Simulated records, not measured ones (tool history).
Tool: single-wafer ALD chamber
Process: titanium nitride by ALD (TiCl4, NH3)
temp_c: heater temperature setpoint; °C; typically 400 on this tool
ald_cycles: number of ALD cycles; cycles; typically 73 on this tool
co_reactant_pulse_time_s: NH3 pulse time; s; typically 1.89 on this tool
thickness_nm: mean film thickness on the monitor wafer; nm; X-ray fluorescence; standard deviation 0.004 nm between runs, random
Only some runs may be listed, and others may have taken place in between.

run   hour  temp_c  ald_cycles  co_reactant_pulse_time_s  wafers since the last listed run  hours since the last thermocouple change  hours since the showerhead was replaced  hours since the gauge calibration  read-back reference wafer on the same gauge, thickness_nm  thickness_nm
  1      0     405          73                      1.89                                 0                                    1638.3                                   2407.2                               12.9                                                      1.601         1.603
  2   10.7     405          73                      1.89                                50                                      1649                                   2417.9                               23.6                                                      1.599         1.605
  3   28.5     405          73                      1.89                                84                                    1666.8                                   2435.7                               41.4                                                      1.601         1.606
  4   35.4     393          64                      1.89                                32                                    1673.7                                   2442.6                               48.3                                                        1.6         1.395
  5   42.9     400          76                      1.89                                35                                    1681.2                                   2450.1                               55.8                                                        1.6         1.667
  6   52.4     400          76                      1.89                                45                                    1690.7                                   2459.6                               65.3                                                        1.6         1.664
  7   66.5     400          76                      1.89                                67                                    1704.8                                   2473.7                               79.4                                                        1.6         1.663
  8   84.1     396          62                      2.22                                83                                    1722.4                                   2491.3                                 97                                                      1.601         1.353
     102.5  -- thermocouple changed; heater temperature recalibrated
  9    103     388          73                      2.48                                51                                       0.5                                   2510.2                              115.9                                                      1.601         1.597
 10  104.2     400          73                      1.89                                 5                                       1.7                                   2511.4                              117.1                                                      1.599         1.602
 11  117.1     400          66                      1.89                                61                                      14.6                                   2524.3                                130                                                      1.601         1.445
 12  125.1     400          84                      1.24                                38                                      22.6                                   2532.3                                138                                                        1.6         1.816
     136.3  -- showerhead replaced
     147.2  -- gauge calibrated
 13  178.9     400          66                      1.89                               218                                      76.4                                     42.6                               31.7                                                      1.599         1.451
 14  187.7     400          73                      2.29                                41                                      85.2                                     51.4                               40.5                                                      1.597         1.608
 15  200.7     412          60                      1.58                                61                                      98.2                                     64.4                               53.5                                                      1.598         1.315

4 ways to go on from here, each from the tool as it stands after run 15. What would each give?
  A  201.3     400          73                      1.89                                 2                                      98.8                                       65                               54.1                                                          ?             ?
  B  201.3     412          59                      2.33                                 2                                      98.8                                       65                               54.1                                                          ?             ?
  C  201.3     396          64                      2.33                                 2                                      98.8                                       65                               54.1                                                          ?             ?
  D  201.3     390          61                      1.53                                 2                                      98.8                                       65                               54.1                                                          ?             ?

run  read-back reference wafer on the same gauge, thickness_nm  thickness_nm
  A                                                      1.601         1.596
  B                                                      1.601         1.303
  C                                                      1.601         1.402
  D                                                      1.601         1.309
With no hidden state in the tool, these same runs would have given:
run  thickness_nm
  A         1.596
  B         1.303
  C         1.402
  D         1.309
